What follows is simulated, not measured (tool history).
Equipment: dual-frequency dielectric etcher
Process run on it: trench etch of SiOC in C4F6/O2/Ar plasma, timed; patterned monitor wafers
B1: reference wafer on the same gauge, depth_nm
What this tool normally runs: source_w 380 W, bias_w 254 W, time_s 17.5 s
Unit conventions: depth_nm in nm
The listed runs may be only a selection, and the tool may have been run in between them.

Run 1, hour 0.0: usual settings but source_w 450 W; B1 49.00. Result: depth_nm 43.39 nm.
At hour 45.4: wet clean of the chamber.
Run 2, hour 45.9: usual settings but source_w 450 W; B1 48.99. Result: depth_nm 43.75 nm.
Run 3, hour 52.2: usual settings; B1 48.98. Result: depth_nm 41.02 nm.
Run 4, hour 66.8: usual settings but time_s 13.5 s; B1 49.01. Result: depth_nm 31.76 nm.
Run 5, hour 79.6: usual settings; B1 49.00. Result: depth_nm 41.16 nm.
Run 6, hour 114.1: usual settings but bias_w 304 W, time_s 19.0 s; B1 48.99. Result: depth_nm 46.16 nm.
Run 7, hour 128.9: usual settings but bias_w 304 W, time_s 19.0 s; B1 48.97. Result: depth_nm 46.18 nm.
Run 8, hour 169.4: usual settings but bias_w 304 W, time_s 19.0 s; B1 49.00. Result: depth_nm 46.20 nm.
Run 9, hour 199.0: usual settings but bias_w 269 W; B1 49.01. Result: depth_nm 41.45 nm.
Run 10, hour 219.3: usual settings; B1 49.00. Result: depth_nm 41.01 nm.
At hour 253.8: upper electrode replaced.
At hour 254.2: bias power generator calibrated.
Run 11, hour 254.7: usual settings but source_w 320 W, time_s 21.5 s; B1 49.00. Result: depth_nm 47.20 nm.
Run 12, hour 268.3: usual settings but source_w 450 W, bias_w 195 W, time_s 13.0 s; B1 49.01. Result: depth_nm 30.89 nm.
Run 13, hour 284.7: usual settings but bias_w 314 W; B1 49.01. Result: depth_nm 42.68 nm.
At hour 284.9: gauge calibrated.
Run 14, hour 307.0: usual settings; B1 49.01. Result: depth_nm 40.92 nm.
Run 15, hour 322.2: usual settings but source_w 340 W; B1 48.98. Result: depth_nm 39.37 nm.
Run 16, hour 334.5: usual settings but source_w 480 W, bias_w 287 W, time_s 16.0 s; B1 49.01. Result: depth_nm 41.78 nm.
Run 17, hour 365.2: usual settings; B1 49.02. Result: depth_nm 40.99 nm.
Run 18, hour 384.2: usual settings but source_w 350 W, time_s 13.0 s; B1 49.00. Result: depth_nm 29.51 nm.
At hour 412.1: source power generator calibrated.
Run 19, hour 412.6: usual settings but source_w 300 W, bias_w 210 W; B1 48.99. Result: depth_nm 36.25 nm.
Run 20, hour 437.1: usual settings but source_w 470 W, bias_w 226 W, time_s 14.5 s; B1 49.00. Result: depth_nm 35.84 nm.
Run 21, hour 459.8: usual settings but source_w 440 W, bias_w 207 W, time_s 16.0 s; B1 49.02. Result: depth_nm 37.99 nm.
Run 22, hour 481.7: usual settings but source_w 350 W; B1 49.00. Result: depth_nm 39.70 nm.
Run 23, hour 513.8: usual settings but time_s 16.0 s; B1 48.99. Result: depth_nm 37.28 nm.
Run 24, hour 529.9: usual settings but source_w 430 W; B1 49.00. Result: depth_nm 42.65 nm.
Run 25, hour 550.6: usual settings; B1 48.99. Result: depth_nm 40.93 nm.
Run 26, hour 586.1: usual settings but source_w 450 W, bias_w 218 W; B1 48.98. Result: depth_nm 42.17 nm.
Run 27, hour 606.7: usual settings but source_w 300 W, time_s 13.0 s; B1 49.00. Result: depth_nm 27.79 nm.
Run 28, hour 622.5: usual settings; B1 49.01. Result: depth_nm 40.83 nm.
Run 29, hour 639.3: usual settings but source_w 290 W, time_s 20.5 s; B1 49.00. Result: depth_nm 43.50 nm.

Predict each of these 5 candidate next runs independently; none follows another, all start after run 29:
Run A, hour 639.7: usual settings but bias_w 229 W; B1 ?. Result: depth_nm ?.
Run B, hour 639.7: usual settings but source_w 410 W, bias_w 208 W, time_s 13.5 s; B1 ?. Result: depth_nm ?.
Run C, hour 639.7: usual settings but source_w 480 W, bias_w 280 W, time_s 14.0 s; B1 ?. Result: depth_nm ?.
Run D, hour 639.7: usual settings but bias_w 284 W, time_s 13.5 s; B1 ?. Result: depth_nm ?.
Run E, hour 639.7: usual settings but source_w 480 W, bias_w 285 W, time_s 22.5 s; B1 ?. Result: depth_nm ?.

run     B1  depth_nm
  A  49.00     40.01
  B  49.00     31.18
  C  49.00     36.20
  D  49.00     32.18
  E  49.00     58.39
Stripped of hidden state, with their random variation kept, the same runs would have yielded:
run  depth_nm
  A     40.25
  B     31.37
  C     36.41
  D     32.37
  E     58.73
